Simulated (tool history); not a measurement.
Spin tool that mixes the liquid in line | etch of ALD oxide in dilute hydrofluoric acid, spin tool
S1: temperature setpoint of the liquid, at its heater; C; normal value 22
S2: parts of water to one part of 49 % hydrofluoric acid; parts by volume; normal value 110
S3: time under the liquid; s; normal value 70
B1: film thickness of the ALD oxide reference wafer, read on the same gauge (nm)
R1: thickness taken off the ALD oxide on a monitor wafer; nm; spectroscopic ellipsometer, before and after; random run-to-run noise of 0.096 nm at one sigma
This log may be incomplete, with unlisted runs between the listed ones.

run	day	S1	S2	S3	B1	R1
1	0	22	110	70	139.99	13.97
2	3.25	22	110	70	139.98	14.09
3	4.012	20	110	70	140.04	12.97
4	4.525	20	110	70	139.98	12.88
5	5.483	22	110	70	139.97	14
6	6.479	22	110	70	139.98	14.1
7	7.962	22	110	70	139.97	14.04
8	8.888	22	75	60	139.97	17.91
9	10.096	22	75	60	140	18.17
10	11.429	22	75	60	140.01	18.03
11	12.375	22	110	70	139.98	13.96
12	13.038	22	110	70	139.94	14.01
13	13.942	22	110	70	140	13.81
# day 15.004: hydrofluoric acid flow meter replaced
14	15.042	22	110	70	140.02	12.64
15	16.142	22	110	100	139.98	18.03
# day 16.533: gauge calibrated
16	17.367	22	110	70	140.02	12.63
# day 17.775: thermometer replaced
17	18.829	22	110	70	139.99	13.45
18	19.754	18.5	95	50	139.98	9.71
19	20.746	18	110	70	140.04	11.29
20	21.262	22	110	70	140.05	13.1
21	22.067	24	65	105	140.04	38.48
22	23.046	22	110	70	140.01	13.05
23	24.371	22	110	70	140	13.11
24	25.246	20	160	70	139.99	7.9
25	26.158	22	130	70	140	10.77
26	26.779	22	95	70	140.03	15.46
27	27.575	18.5	145	70	139.99	8.34
28	28.558	18	125	45	140.01	6.22
29	29.271	22	110	85	140.02	16.17
30	30.5	23.5	65	85	139.99	30.2
31	31.538	18	85	55	140.01	11.71
32	32.675	22	110	70	140.02	13.27
33	33.479	20.5	110	90	139.99	15.76
34	34.308	24.5	155	55	140	7.66
35	34.817	22	135	70	139.99	10.44

How would selected steps in R1 from run to run divide? Give the signed amount a tool lacking its hidden state would still show from settings, what came in and random variation, and the signed amount left for the hidden state, including any gauge scatter that is not in both of the compared results.
What the log doesn't record here: liquid colder than its thermometer reads (K); hydrofluoric acid flow above the setpoint (%); gauge reads high (%).
Run 13 -> 14: hydrofluoric acid flow meter replaced. R1 -1.17 nm: hidden state -1.24, all else +0.07.
Run 14 -> 15: S3 70 -> 100. R1 +5.39 nm: hidden state -0.24, all else +5.63.
Run 16 -> 17: thermometer replaced. R1 +0.82 nm: hidden state +0.66, all else +0.16.
Run 20 -> 21: S1 22 -> 24, S2 110 -> 65, S3 70 -> 105. R1 +25.38 nm: hidden state +0.1, all else +25.28.
Run 21 -> 22: S1 24 -> 22, S2 65 -> 110, S3 105 -> 70. R1 -25.43 nm: hidden state -0.13, all else -25.3.
Run 30 -> 31: S1 23.5 -> 18, S2 65 -> 85, S3 85 -> 55. R1 -18.49 nm: hidden state +0.04, all else -18.53.
